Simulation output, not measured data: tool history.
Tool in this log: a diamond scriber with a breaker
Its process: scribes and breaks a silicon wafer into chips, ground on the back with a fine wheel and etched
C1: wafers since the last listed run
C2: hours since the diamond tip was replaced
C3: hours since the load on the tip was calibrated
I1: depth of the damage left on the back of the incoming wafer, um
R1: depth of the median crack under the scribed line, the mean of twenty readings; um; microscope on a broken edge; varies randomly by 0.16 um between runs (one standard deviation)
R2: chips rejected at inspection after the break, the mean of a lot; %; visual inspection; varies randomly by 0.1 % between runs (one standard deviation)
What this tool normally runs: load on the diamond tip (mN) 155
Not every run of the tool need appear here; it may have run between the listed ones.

{"run": 1, "hour": 0.0, "load on the diamond tip (mN)": 171, "C1": 0, "C2": 86.2, "C3": 389.0, "I1": 0.36, "R1": 8.02, "R2": 2.13}
{"run": 2, "hour": 24.6, "load on the diamond tip (mN)": 171, "C1": 70, "C2": 110.8, "C3": 413.6, "I1": 0.55, "R1": 7.72, "R2": 2.47}
{"run": 3, "hour": 57.4, "load on the diamond tip (mN)": 155, "C1": 94, "C2": 143.6, "C3": 446.4, "I1": 0.43, "R1": 7.49, "R2": 4.13}
{"run": 4, "hour": 83.4, "load on the diamond tip (mN)": 128, "C1": 75, "C2": 169.6, "C3": 472.4, "I1": 0.4, "R1": 7.09, "R2": 6.96}
{"run": 5, "hour": 114.6, "load on the diamond tip (mN)": 125, "C1": 90, "C2": 200.8, "C3": 503.6, "I1": 0.44, "R1": 6.83, "R2": 9.37}
{"run": 6, "hour": 128.4, "load on the diamond tip (mN)": 125, "C1": 39, "C2": 214.6, "C3": 517.4, "I1": 0.41, "R1": 6.98, "R2": 8.11}
{"run": 7, "hour": 151.8, "load on the diamond tip (mN)": 125, "C1": 67, "C2": 238.0, "C3": 540.8, "I1": 0.47, "R1": 6.92, "R2": 8.51}
{"run": 8, "hour": 182.6, "load on the diamond tip (mN)": 180, "C1": 88, "C2": 268.8, "C3": 571.6, "I1": 0.46, "R1": 7.45, "R2": 3.78}
{"hour": 205.6, "done": "diamond tip replaced by a new one"}
{"run": 9, "hour": 214.8, "load on the diamond tip (mN)": 180, "C1": 87, "C2": 9.2, "C3": 603.8, "I1": 0.55, "R1": 8.87, "R2": 1.52}
{"run": 10, "hour": 250.3, "load on the diamond tip (mN)": 138, "C1": 102, "C2": 44.7, "C3": 639.3, "I1": 0.72, "R1": 7.64, "R2": 3.81}
{"run": 11, "hour": 278.4, "load on the diamond tip (mN)": 155, "C1": 81, "C2": 72.8, "C3": 667.4, "I1": 0.58, "R1": 7.7, "R2": 3.48}
{"run": 12, "hour": 309.1, "load on the diamond tip (mN)": 155, "C1": 88, "C2": 103.5, "C3": 698.1, "I1": 0.43, "R1": 7.54, "R2": 4.17}
{"run": 13, "hour": 324.1, "load on the diamond tip (mN)": 155, "C1": 43, "C2": 118.5, "C3": 713.1, "I1": 0.62, "R1": 7.48, "R2": 4.44}
{"run": 14, "hour": 342.5, "load on the diamond tip (mN)": 129, "C1": 53, "C2": 136.9, "C3": 731.5, "I1": 0.39, "R1": 6.89, "R2": 8.91}
{"run": 15, "hour": 361.7, "load on the diamond tip (mN)": 155, "C1": 55, "C2": 156.1, "C3": 750.7, "I1": 0.48, "R1": 7.05, "R2": 5.95}
{"run": 16, "hour": 382.1, "load on the diamond tip (mN)": 118, "C1": 58, "C2": 176.5, "C3": 771.1, "I1": 0.6, "R1": 6.62, "R2": 10.32}
{"run": 17, "hour": 415.8, "load on the diamond tip (mN)": 192, "C1": 97, "C2": 210.2, "C3": 804.8, "I1": 0.48, "R1": 7.83, "R2": 3.39}
{"run": 18, "hour": 430.5, "load on the diamond tip (mN)": 197, "C1": 42, "C2": 224.9, "C3": 819.5, "I1": 0.67, "R1": 7.83, "R2": 3.16}
{"run": 19, "hour": 446.2, "load on the diamond tip (mN)": 155, "C1": 45, "C2": 240.6, "C3": 835.2, "I1": 0.74, "R1": 6.83, "R2": 5.97}
{"run": 20, "hour": 473.3, "load on the diamond tip (mN)": 191, "C1": 78, "C2": 267.7, "C3": 862.3, "I1": 0.37, "R1": 7.75, "R2": 3.6}
{"hour": 490.0, "done": "load on the tip recalibrated"}
{"run": 21, "hour": 506.5, "load on the diamond tip (mN)": 184, "C1": 90, "C2": 300.9, "C3": 16.5, "I1": 0.75, "R1": 7.38, "R2": 4.91}
{"run": 22, "hour": 518.9, "load on the diamond tip (mN)": 122, "C1": 35, "C2": 313.3, "C3": 28.9, "I1": 0.46, "R1": 6.39, "R2": 12.02}
{"hour": 544.5, "done": "diamond tip replaced by a new one"}
{"run": 23, "hour": 554.2, "load on the diamond tip (mN)": 120, "C1": 96, "C2": 9.7, "C3": 64.2, "I1": 0.39, "R1": 7.93, "R2": 3.08}
{"run": 24, "hour": 574.9, "load on the diamond tip (mN)": 113, "C1": 59, "C2": 30.4, "C3": 84.9, "I1": 0.35, "R1": 7.37, "R2": 4.29}
{"run": 25, "hour": 605.2, "load on the diamond tip (mN)": 155, "C1": 87, "C2": 60.7, "C3": 115.2, "I1": 0.79, "R1": 8.2, "R2": 2.64}
{"run": 26, "hour": 621.1, "load on the diamond tip (mN)": 139, "C1": 45, "C2": 76.6, "C3": 131.1, "I1": 0.39, "R1": 7.49, "R2": 3.96}

List, for all runs, the conditions of the tool that the log does not record:
deviation of the load on the tip from its setpoint, %: 0 at every run
H1: share of the diamond tip's cutting effectiveness lost through wear, %
run=1 H1=14.7
run=2 H1=17.2
run=3 H1=19.6
run=4 H1=21
run=5 H1=22.4
run=6 H1=22.8
run=7 H1=23.5
run=8 H1=24.2
run=9 H1=5.69
run=10 H1=12.6
run=11 H1=16.6
run=12 H1=19.9
run=13 H1=21.2
run=14 H1=22.6
run=15 H1=23.8
run=16 H1=24.8
run=17 H1=26.1
run=18 H1=26.6
run=19 H1=27
run=20 H1=27.6
run=21 H1=28.1
run=22 H1=28.3
run=23 H1=3.15
run=24 H1=7.44
run=25 H1=12.4
run=26 H1=14.4
